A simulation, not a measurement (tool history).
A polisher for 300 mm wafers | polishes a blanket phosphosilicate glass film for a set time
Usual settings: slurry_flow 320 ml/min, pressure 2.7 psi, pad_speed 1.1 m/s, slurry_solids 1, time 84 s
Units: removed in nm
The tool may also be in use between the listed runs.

| run | hour | slurry_flow | pressure | pad_speed | slurry_solids | time | incoming thickness of the incoming film, nm | removed |
|---|---|---|---|---|---|---|---|---|
| 1 | 0 | 320 | 2.7 | 1.1 | 0.85 | 84 | 4803.4 | 487.6 |
|  | 78.1 | conditioning disc replaced and pad reconditioned |
| 2 | 165.8 | 320 | 2.7 | 1.1 | 0.85 | 84 | 4697.3 | 498.7 |
|  | 188 | slurry blender recalibrated |
| 3 | 209.1 | 320 | 2.7 | 1.1 | 1 | 84 | 4771.9 | 601.7 |
|  | 230.9 | worn pad replaced by a new one |
| 4 | 278.3 | 320 | 2.7 | 1.1 | 1 | 84 | 4762.8 | 578.7 |
|  | 296.9 | head pressure recalibrated |
| 5 | 321.5 | 320 | 2.7 | 1.1 | 1 | 84 | 4754.2 | 560.7 |
|  | 384.5 | slurry nozzle cleaned |
|  | 468.2 | conditioning disc replaced and pad reconditioned |
| 6 | 482.7 | 320 | 3.4 | 1.1 | 1 | 84 | 4724.4 | 690.1 |
|  | 639 | slurry blender recalibrated |
| 7 | 653 | 320 | 3.4 | 1.1 | 1 | 84 | 4711.6 | 722.6 |
|  | 696.3 | worn pad replaced by a new one, of another model than before |
| 8 | 709.8 | 320 | 2.7 | 1.1 | 1 | 84 | 4673.7 | 584.5 |
| 9 | 861.6 | 285 | 2.7 | 1.1 | 1 | 93 | 4749.8 | 617 |
|  | 874.7 | conditioning disc replaced and pad reconditioned |
| 10 | 891.6 | 320 | 3.4 | 0.86 | 1 | 84 | 4669.9 | 510.1 |
|  | 926.9 | slurry nozzle cleaned |
|  | 949.7 | head pressure recalibrated |
|  | 1031.7 | slurry blender recalibrated |
| 11 | 1090.8 | 320 | 3.5 | 1.1 | 1 | 84 | 4792.7 | 671.5 |
| 12 | 1118.6 | 320 | 2.7 | 1.1 | 1 | 71 | 4694.7 | 485.9 |
| 13 | 1185.1 | 320 | 2.7 | 1.1 | 1 | 84 | 4774.2 | 567.5 |
|  | 1190.3 | worn pad replaced by a new one |
| 14 | 1250.5 | 320 | 2.7 | 1.1 | 1 | 84 | 4792.2 | 572.9 |
| 15 | 1281.2 | 265 | 2.7 | 1.1 | 1 | 93 | 4746.5 | 618.6 |
| 16 | 1315.8 | 320 | 2.7 | 1.1 | 1 | 108 | 4738.8 | 711.3 |
|  | 1330 | conditioning disc replaced and pad reconditioned |
| 17 | 1354.4 | 290 | 2.7 | 1.1 | 1.2 | 84 | 4806.7 | 629.8 |
| 18 | 1405.3 | 320 | 2.7 | 1.1 | 1 | 84 | 4715.1 | 570.6 |
|  | 1447.5 | slurry blender recalibrated |
| 19 | 1451 | 320 | 2.7 | 1.1 | 1 | 84 | 4821 | 610.4 |
| 20 | 1485.7 | 320 | 2.7 | 1.1 | 1 | 84 | 4755.9 | 600.2 |
| 21 | 1510.4 | 355 | 2.7 | 0.78 | 1 | 84 | 4792.8 | 455.1 |
|  | 1558 | head pressure recalibrated |
| 22 | 1568.6 | 320 | 2.7 | 1.36 | 1 | 84 | 4719.7 | 698.5 |
|  | 1582.7 | slurry nozzle cleaned |
| 23 | 1597.3 | 425 | 2.7 | 1.1 | 1.3 | 84 | 4792.4 | 683.6 |
| 24 | 1663.3 | 380 | 2.7 | 1.1 | 1 | 84 | 4755.4 | 581.6 |
|  | 1668.7 | worn pad replaced by a new one |
| 25 | 1724 | 320 | 2 | 1.4 | 0.75 | 84 | 4803.8 | 474.1 |

Hidden state or all else? Some run-to-run changes of removed, split into what the settings, what came in and random variation would give without the hidden state, and what is left for the hidden state (with any gauge scatter that isn't in both results):
The hidden state here: removal rate lost through wear of the pad, %; slurry flow missing at the pad, %; deviation of the head's pressure from its setpoint, %; abrasive missing from the slurry, %; time polished since the conditioner stopped cutting, s.
Run 6 -> 7: slurry blender recalibrated. removed +32.5 nm: hidden state +42.9, all else -10.4.
Run 11 -> 12: pressure 3.5 -> 2.7, time 84 -> 71. removed -185.6 nm: hidden state +1.3, all else -186.9.
Run 18 -> 19: slurry blender recalibrated. removed +39.8 nm: hidden state +48.3, all else -8.5.
Run 21 -> 22: slurry_flow 355 -> 320, pad_speed 0.78 -> 1.36, head pressure recalibrated. removed +243.4 nm: hidden state -20.5, all else +263.9.
